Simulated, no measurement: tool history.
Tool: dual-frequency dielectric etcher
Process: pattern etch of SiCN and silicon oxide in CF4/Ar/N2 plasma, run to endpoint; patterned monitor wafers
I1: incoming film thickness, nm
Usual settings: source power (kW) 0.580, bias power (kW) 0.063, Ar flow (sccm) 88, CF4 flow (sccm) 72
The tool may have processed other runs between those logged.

run 1 day=0.000 | source_power_(kW)=0.620 bias_power_(kW)=0.063 Ar_flow_(sccm)=88 CF4_flow_(sccm)=72 | I1=16.75 | endpoint_time_(s)=13.6
-- day=0.733 bias power generator calibrated
run 2 day=2.362 | source_power_(kW)=0.620 bias_power_(kW)=0.063 Ar_flow_(sccm)=88 CF4_flow_(sccm)=72 | I1=16.73 | endpoint_time_(s)=13.7
-- day=4.354 wet clean of the chamber
run 3 day=6.325 | source_power_(kW)=0.620 bias_power_(kW)=0.063 Ar_flow_(sccm)=88 CF4_flow_(sccm)=72 | I1=16.65 | endpoint_time_(s)=13.8
-- day=8.883 CF4 flow controller replaced
run 4 day=9.362 | source_power_(kW)=0.670 bias_power_(kW)=0.063 Ar_flow_(sccm)=88 CF4_flow_(sccm)=72 | I1=16.71 | endpoint_time_(s)=13.1
run 5 day=12.300 | source_power_(kW)=0.580 bias_power_(kW)=0.063 Ar_flow_(sccm)=88 CF4_flow_(sccm)=59 | I1=16.82 | endpoint_time_(s)=15.4
run 6 day=16.658 | source_power_(kW)=0.640 bias_power_(kW)=0.074 Ar_flow_(sccm)=72 CF4_flow_(sccm)=72 | I1=16.62 | endpoint_time_(s)=11.9
run 7 day=19.112 | source_power_(kW)=0.640 bias_power_(kW)=0.075 Ar_flow_(sccm)=88 CF4_flow_(sccm)=79 | I1=16.74 | endpoint_time_(s)=12.1
run 8 day=22.938 | source_power_(kW)=0.580 bias_power_(kW)=0.063 Ar_flow_(sccm)=79 CF4_flow_(sccm)=72 | I1=16.63 | endpoint_time_(s)=14.3
run 9 day=26.942 | source_power_(kW)=0.580 bias_power_(kW)=0.063 Ar_flow_(sccm)=88 CF4_flow_(sccm)=72 | I1=16.80 | endpoint_time_(s)=14.8
run 10 day=29.304 | source_power_(kW)=0.580 bias_power_(kW)=0.077 Ar_flow_(sccm)=81 CF4_flow_(sccm)=72 | I1=16.51 | endpoint_time_(s)=12.6
-- day=35.054 wet clean of the chamber
-- day=41.638 upper electrode replaced
run 11 day=41.942 | source_power_(kW)=0.580 bias_power_(kW)=0.063 Ar_flow_(sccm)=96 CF4_flow_(sccm)=72 | I1=16.72 | endpoint_time_(s)=15.3
run 12 day=44.362 | source_power_(kW)=0.540 bias_power_(kW)=0.050 Ar_flow_(sccm)=88 CF4_flow_(sccm)=83 | I1=16.65 | endpoint_time_(s)=17.4
run 13 day=46.817 | source_power_(kW)=0.580 bias_power_(kW)=0.053 Ar_flow_(sccm)=88 CF4_flow_(sccm)=65 | I1=16.63 | endpoint_time_(s)=16.1
run 14 day=51.188 | source_power_(kW)=0.580 bias_power_(kW)=0.063 Ar_flow_(sccm)=88 CF4_flow_(sccm)=72 | I1=16.59 | endpoint_time_(s)=14.4
-- day=58.542 Ar flow controller replaced
-- day=59.988 source power generator calibrated
run 15 day=62.596 | source_power_(kW)=0.580 bias_power_(kW)=0.063 Ar_flow_(sccm)=88 CF4_flow_(sccm)=72 | I1=16.60 | endpoint_time_(s)=14.5
-- day=64.796 wet clean of the chamber
run 16 day=73.946 | source_power_(kW)=0.580 bias_power_(kW)=0.063 Ar_flow_(sccm)=104 CF4_flow_(sccm)=72 | I1=16.79 | endpoint_time_(s)=15.4
run 17 day=78.117 | source_power_(kW)=0.580 bias_power_(kW)=0.063 Ar_flow_(sccm)=88 CF4_flow_(sccm)=72 | I1=16.75 | endpoint_time_(s)=14.6
run 18 day=81.038 | source_power_(kW)=0.580 bias_power_(kW)=0.057 Ar_flow_(sccm)=88 CF4_flow_(sccm)=89 | I1=16.51 | endpoint_time_(s)=14.7
run 19 day=82.821 | source_power_(kW)=0.580 bias_power_(kW)=0.063 Ar_flow_(sccm)=88 CF4_flow_(sccm)=72 | I1=16.68 | endpoint_time_(s)=14.6
run 20 day=84.575 | source_power_(kW)=0.580 bias_power_(kW)=0.063 Ar_flow_(sccm)=88 CF4_flow_(sccm)=72 | I1=16.67 | endpoint_time_(s)=14.5
run 21 day=87.067 | source_power_(kW)=0.580 bias_power_(kW)=0.050 Ar_flow_(sccm)=88 CF4_flow_(sccm)=72 | I1=16.83 | endpoint_time_(s)=16.1
-- day=90.071 wet clean of the chamber
run 22 day=91.217 | source_power_(kW)=0.580 bias_power_(kW)=0.063 Ar_flow_(sccm)=88 CF4_flow_(sccm)=72 | I1=16.62 | endpoint_time_(s)=14.9
run 23 day=93.371 | source_power_(kW)=0.670 bias_power_(kW)=0.052 Ar_flow_(sccm)=82 CF4_flow_(sccm)=78 | I1=16.76 | endpoint_time_(s)=13.9

Consider 5 possible next runs. They are alternatives, not a sequence: every one starts from the tool as it was left by run 23. What does each give?
run A day=93.388 | source_power_(kW)=0.580 bias_power_(kW)=0.063 Ar_flow_(sccm)=106 CF4_flow_(sccm)=72 | I1=16.64 | endpoint_time_(s)=?
run B day=93.388 | source_power_(kW)=0.620 bias_power_(kW)=0.070 Ar_flow_(sccm)=88 CF4_flow_(sccm)=72 | I1=16.64 | endpoint_time_(s)=?
run C day=93.388 | source_power_(kW)=0.580 bias_power_(kW)=0.051 Ar_flow_(sccm)=98 CF4_flow_(sccm)=72 | I1=16.64 | endpoint_time_(s)=?
run D day=93.388 | source_power_(kW)=0.580 bias_power_(kW)=0.074 Ar_flow_(sccm)=68 CF4_flow_(sccm)=78 | I1=16.64 | endpoint_time_(s)=?
run E day=93.388 | source_power_(kW)=0.480 bias_power_(kW)=0.075 Ar_flow_(sccm)=88 CF4_flow_(sccm)=67 | I1=16.64 | endpoint_time_(s)=?

run=A endpoint_time_(s)=15.4
run=B endpoint_time_(s)=13.2
run=C endpoint_time_(s)=16.7
run=D endpoint_time_(s)=13.1
run=E endpoint_time_(s)=16.6
Without the tool's unlogged condition, the same runs would have read:
run=A endpoint_time_(s)=15.6
run=B endpoint_time_(s)=13.4
run=C endpoint_time_(s)=16.9
run=D endpoint_time_(s)=13.2
run=E endpoint_time_(s)=16.9

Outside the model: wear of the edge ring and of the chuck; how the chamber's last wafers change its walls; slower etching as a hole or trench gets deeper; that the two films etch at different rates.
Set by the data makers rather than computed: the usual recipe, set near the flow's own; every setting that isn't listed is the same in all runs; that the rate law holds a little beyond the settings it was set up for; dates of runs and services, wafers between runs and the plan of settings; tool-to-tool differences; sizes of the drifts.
